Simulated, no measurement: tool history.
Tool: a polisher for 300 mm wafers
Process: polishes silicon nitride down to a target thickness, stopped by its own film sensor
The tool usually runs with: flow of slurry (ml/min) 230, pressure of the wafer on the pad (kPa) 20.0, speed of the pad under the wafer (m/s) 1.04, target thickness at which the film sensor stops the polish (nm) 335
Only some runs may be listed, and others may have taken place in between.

| run | hour | flow of slurry (ml/min) | pressure of the wafer on the pad (kPa) | speed of the pad under the wafer (m/s) | target thickness at which the film sensor stops the polish (nm) | wafers since the last listed run | wafers polished on this pad | hours since the slurry nozzle was cleaned | hours since the head pressure was calibrated | incoming thickness of the incoming film, nm | time until the film sensor stopped the polish (s) |
|---|---|---|---|---|---|---|---|---|---|---|---|
| 1 | 0.0 | 230 | 20.0 | 0.92 | 335 | 0 | 671 | 35.1 | 236.4 | 460.5 | 97.1 |
| 2 | 24.8 | 230 | 20.0 | 0.92 | 335 | 204 | 876 | 59.9 | 261.2 | 456.4 | 96.1 |
|  | 60.4 | worn pad replaced by a new one |
| 3 | 60.9 | 230 | 20.0 | 1.04 | 335 | 265 | 4 | 96.0 | 297.3 | 464.0 | 93.9 |
| 4 | 84.9 | 230 | 20.0 | 1.04 | 335 | 198 | 202 | 120.0 | 321.3 | 462.7 | 93.6 |
| 5 | 101.4 | 230 | 20.0 | 1.04 | 345 | 136 | 338 | 136.5 | 337.8 | 462.7 | 86.6 |
| 6 | 114.9 | 230 | 20.0 | 1.04 | 345 | 111 | 450 | 150.0 | 351.3 | 465.5 | 88.8 |
| 7 | 141.6 | 230 | 20.0 | 1.04 | 335 | 220 | 671 | 176.7 | 378.0 | 456.3 | 92.6 |
| 8 | 165.5 | 230 | 20.0 | 1.04 | 335 | 197 | 868 | 200.6 | 401.9 | 463.0 | 93.8 |
| 9 | 183.6 | 230 | 20.0 | 1.04 | 335 | 149 | 1018 | 218.7 | 420.0 | 450.5 | 84.4 |
|  | 187.4 | head pressure recalibrated |
|  | 206.0 | worn pad replaced by a new one, of another model than before |
| 10 | 211.2 | 230 | 20.0 | 1.04 | 335 | 178 | 42 | 246.3 | 23.8 | 468.3 | 107.8 |
| 11 | 242.9 | 230 | 20.0 | 1.28 | 335 | 261 | 304 | 278.0 | 55.5 | 457.4 | 92.4 |
| 12 | 261.2 | 230 | 20.0 | 1.28 | 335 | 151 | 456 | 296.3 | 73.8 | 462.7 | 98.1 |
| 13 | 274.7 | 230 | 20.0 | 1.04 | 335 | 111 | 567 | 309.8 | 87.3 | 460.9 | 107.7 |
| 14 | 292.6 | 230 | 20.0 | 1.04 | 335 | 147 | 715 | 327.7 | 105.2 | 464.3 | 110.9 |
| 15 | 319.6 | 230 | 20.0 | 1.04 | 305 | 223 | 938 | 354.7 | 132.2 | 464.4 | 136.9 |
|  | 328.1 | worn pad replaced by a new one |
| 16 | 344.7 | 230 | 15.9 | 1.04 | 335 | 174 | 136 | 379.8 | 157.3 | 466.6 | 129.5 |
| 17 | 371.4 | 285 | 20.0 | 1.28 | 377 | 220 | 357 | 406.5 | 184.0 | 457.8 | 56.4 |
| 18 | 388.9 | 250 | 14.5 | 1.04 | 335 | 144 | 502 | 424.0 | 201.5 | 456.6 | 120.2 |
| 19 | 411.1 | 230 | 26.2 | 1.22 | 335 | 183 | 685 | 446.2 | 223.7 | 461.0 | 89.0 |
| 20 | 437.8 | 230 | 26.2 | 1.04 | 370 | 220 | 906 | 472.9 | 250.4 | 456.8 | 68.2 |
|  | 450.0 | slurry nozzle cleaned |
|  | 463.0 | worn pad replaced by a new one |
| 21 | 463.5 | 230 | 14.5 | 0.80 | 335 | 171 | 3 | 13.5 | 276.1 | 468.6 | 129.4 |
| 22 | 494.6 | 230 | 14.5 | 0.80 | 335 | 257 | 260 | 44.6 | 307.2 | 464.2 | 124.5 |
| 23 | 513.1 | 230 | 20.0 | 1.04 | 335 | 152 | 413 | 63.1 | 325.7 | 457.2 | 87.1 |
| 24 | 561.5 | 230 | 20.0 | 1.04 | 335 | 399 | 813 | 111.5 | 374.1 | 462.0 | 95.4 |
|  | 577.5 | head pressure recalibrated |
| 25 | 578.0 | 280 | 20.0 | 1.16 | 335 | 119 | 933 | 128.0 | 0.5 | 458.1 | 83.1 |
|  | 589.2 | worn pad replaced by a new one |
| 26 | 599.4 | 155 | 15.2 | 0.80 | 369 | 143 | 84 | 149.4 | 21.9 | 466.7 | 127.8 |

What if the next run were any one of these 5? Each begins from the tool's condition after run 26:
| A | 599.8 | 230 | 20.0 | 1.04 | 335 | 3 | 87 | 149.8 | 22.3 | 450.0 | ? |
| B | 599.8 | 310 | 26.2 | 0.70 | 323 | 3 | 87 | 149.8 | 22.3 | 450.0 | ? |
| C | 599.8 | 275 | 20.0 | 1.04 | 335 | 3 | 87 | 149.8 | 22.3 | 450.0 | ? |
| D | 599.8 | 175 | 20.0 | 1.04 | 335 | 3 | 87 | 149.8 | 22.3 | 450.0 | ? |
| E | 599.8 | 285 | 15.9 | 1.22 | 314 | 3 | 87 | 149.8 | 22.3 | 450.0 | ? |

| run | time until the film sensor stopped the polish (s) |
|---|---|
| A | 89.6 |
| B | 97.9 |
| C | 85.0 |
| D | 103.1 |
| E | 101.5 |
Take away the tool's hidden state, keep each run's random variation, and the runs would have read:
| run | time until the film sensor stopped the polish (s) |
|---|---|
| A | 81.1 |
| B | 91.8 |
| C | 78.8 |
| D | 87.8 |
| E | 94.4 |
